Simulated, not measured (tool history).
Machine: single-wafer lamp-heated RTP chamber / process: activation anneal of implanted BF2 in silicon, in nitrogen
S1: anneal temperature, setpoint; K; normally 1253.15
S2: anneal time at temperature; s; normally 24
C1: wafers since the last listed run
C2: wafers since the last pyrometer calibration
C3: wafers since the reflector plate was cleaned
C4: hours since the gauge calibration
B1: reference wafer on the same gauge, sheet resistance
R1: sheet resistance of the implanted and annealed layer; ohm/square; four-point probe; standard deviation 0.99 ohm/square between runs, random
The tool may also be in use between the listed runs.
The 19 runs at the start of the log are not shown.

run,hour,S1,S2,C1,C2,C3,C4,B1,R1
# hour 518.4: gauge calibrated
20,534.3,1225.15,18,286,1491,1608,15.9,536.95,678.65
21,567.9,1263.15,24,303,1794,1912,49.5,536.88,654.44
22,603.1,1253.15,24,317,2112,2230,84.7,536.98,657.59
23,634.7,1270.15,38,285,2398,2515,116.3,536.96,646.44
24,663.1,1280.15,28,256,2654,2772,144.7,536.99,648.61
25,693.1,1253.15,24,271,2925,3043,174.7,537.02,657.44
26,711.0,1242.15,34,161,3087,3205,192.6,536.93,655.66
27,727.2,1267.15,11,146,3233,3351,208.8,536.88,657.84
28,740.4,1253.15,24,119,3353,3470,222.0,537.05,656.50
29,761.5,1253.15,37,190,3543,3661,243.1,536.78,651.96
30,780.4,1245.15,29,170,3714,3832,262.0,536.65,656.75
31,811.7,1271.15,13,282,3997,4114,293.3,537.02,657.44
32,829.5,1253.15,24,160,4158,4275,311.1,537.16,656.83
33,861.8,1253.15,24,291,4449,4567,343.4,537.15,653.52
34,881.9,1242.15,34,181,4631,4748,363.5,536.80,655.24
35,904.2,1242.15,17,201,4832,4950,385.8,536.94,661.28
36,917.5,1262.15,18,120,4953,5070,399.1,536.89,655.04

Predict each of these 5 candidate next runs independently; none follows another, all start after run 36:
A,917.9,1253.15,29,3,4956,5074,399.5,?,?
B,917.9,1224.15,37,3,4956,5074,399.5,?,?
C,917.9,1242.15,19,3,4956,5074,399.5,?,?
D,917.9,1277.15,31,3,4956,5074,399.5,?,?
E,917.9,1253.15,33,3,4956,5074,399.5,?,?

run,B1,R1
A,536.97,652.71
B,536.97,665.46
C,536.97,659.65
D,536.97,646.95
E,536.97,651.62
With the hidden condition removed and each run's random variation left untouched, the same runs would have given:
run,R1
A,656.63
B,680.57
C,667.08
D,649.33
E,655.50
